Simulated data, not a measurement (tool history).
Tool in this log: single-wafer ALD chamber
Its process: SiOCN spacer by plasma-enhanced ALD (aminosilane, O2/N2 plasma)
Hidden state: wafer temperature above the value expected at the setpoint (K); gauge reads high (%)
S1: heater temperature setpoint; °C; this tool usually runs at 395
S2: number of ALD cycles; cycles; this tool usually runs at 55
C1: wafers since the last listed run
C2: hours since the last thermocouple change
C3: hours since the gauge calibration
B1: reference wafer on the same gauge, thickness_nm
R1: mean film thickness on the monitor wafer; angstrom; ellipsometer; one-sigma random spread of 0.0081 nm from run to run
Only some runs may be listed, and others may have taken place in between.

run   hour   S1  S2   C1      C2     C3     B1     R1
  1    0.0  386  49    0   674.9   17.4  3.050  28.82
  2   58.1  395  55  319   733.0   75.5  3.051  32.46
  3  132.1  395  55  406   807.0  149.5  3.049  32.30
  4  301.3  395  55  930   976.2  318.7  3.045  32.33
  5  366.6  395  55  359  1041.5  384.0  3.043  32.21
  6  442.8  395  55  419  1117.7  460.2  3.032  32.14
  7  481.7  395  55  213  1156.6  499.1  3.032  32.14
  8  519.3  395  55  206  1194.2  536.7  3.028  31.97
  9  589.9  406  46  388  1264.8  607.3  3.019  26.20
 10  666.1  384  64  419  1341.0  683.5  3.008  37.04

Run 11 has not been measured yet. What should we expect?
 11  766.6  406  48  552  1441.5  784.0   ?   ?

Run 11 gave B1 2.998, R1 27.14 angstrom.
Minus the tool's unlogged condition, the same run would have read R1 27.70 angstrom.

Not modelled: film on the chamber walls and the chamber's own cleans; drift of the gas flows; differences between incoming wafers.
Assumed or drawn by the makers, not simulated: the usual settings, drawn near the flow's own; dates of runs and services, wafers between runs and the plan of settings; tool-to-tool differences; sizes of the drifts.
